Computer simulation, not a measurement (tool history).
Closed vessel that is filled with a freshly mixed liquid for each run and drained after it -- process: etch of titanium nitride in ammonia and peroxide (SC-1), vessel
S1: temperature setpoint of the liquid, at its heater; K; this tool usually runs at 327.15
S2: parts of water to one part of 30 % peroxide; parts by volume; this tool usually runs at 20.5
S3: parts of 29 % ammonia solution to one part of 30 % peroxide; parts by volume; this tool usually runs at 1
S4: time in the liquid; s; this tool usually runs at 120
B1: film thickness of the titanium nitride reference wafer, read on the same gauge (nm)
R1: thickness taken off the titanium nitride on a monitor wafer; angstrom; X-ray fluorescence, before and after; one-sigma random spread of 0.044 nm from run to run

run     day      S1    S2    S3   S4     B1     R1
  1       0  334.65  20.5     1  120  60.02    123
  2   0.371  334.65  20.5     1  120     60  123.4
  3   0.933  334.65  20.5     1  120  59.99  123.3
  4   1.396  327.15  17.5     1  120  59.99   82.3
  5   1.875  319.15    28   0.5   75  60.01   20.2
      2.108  -- ammonia flow meter replaced
      2.492  -- thermometer replaced
  6   2.579  327.15  20.5     1   90  59.99     52
  7   3.262  327.15  20.5   1.2  120     60   71.6
  8   3.954  327.15  20.5     1  120     60   69.5
  9   4.525  336.65    13  0.75   55  59.99   73.6
 10   6.029  333.65  20.5   0.6  120  59.98   99.2
 11   6.738  323.65  20.5     1  120     60     55
      6.804  -- gauge calibrated
 12   8.121  333.65  12.5     1  120  60.02  140.3
 13   8.438  324.65  20.5   1.2  120  59.99   61.3
 14   8.875  327.15  20.5  0.85  120  59.99   68.1
 15   9.271  322.15    26     1  140     60   51.2
 16   9.662  327.15  20.5     1  120  60.01   70.5
 17  10.067  321.65  20.5     1  120  60.01   48.9
 18  10.504  333.65    18   1.2  155  59.99  155.5
 19  10.796  318.15  12.5  0.65  120     60   45.8
 20  11.421  327.15  12.5   1.2  120  60.02   93.8
 21  11.854  327.15  20.5     1  120  59.98   70.7
 22  12.488  327.15  20.5   0.6  120  60.01   64.4
 23  13.108  327.15  20.5     1  120  59.98   70.8
 24  13.488  327.15  20.5     1  120  59.98     71
 25  13.829  332.65  12.5  0.85   85  59.98   91.8
 26  14.408  323.65  20.5   0.8  170  60.01   76.4
 27  14.783  335.65  29.5   1.2  120  60.02  104.8
 28  15.217  327.15  13.5     1   70  59.99   51.5

Forecast each of these 4 alternatives for the next run:
  A  15.246  333.15  20.5    1  120   ?   ?
  B  15.246  327.15  20.5    1  165   ?   ?
  C  15.246  327.15  20.5  0.8  120   ?   ?
  D  15.246  322.15  17.5  0.8  120   ?   ?

run     B1     R1
  A  60.02  104.5
  B  60.02   96.4
  C  60.02   67.4
  D  60.02   52.1
Without the tool's unlogged condition, the same runs would have read:
run     R1
  A  102.1
  B   94.1
  C   65.8
  D   50.8

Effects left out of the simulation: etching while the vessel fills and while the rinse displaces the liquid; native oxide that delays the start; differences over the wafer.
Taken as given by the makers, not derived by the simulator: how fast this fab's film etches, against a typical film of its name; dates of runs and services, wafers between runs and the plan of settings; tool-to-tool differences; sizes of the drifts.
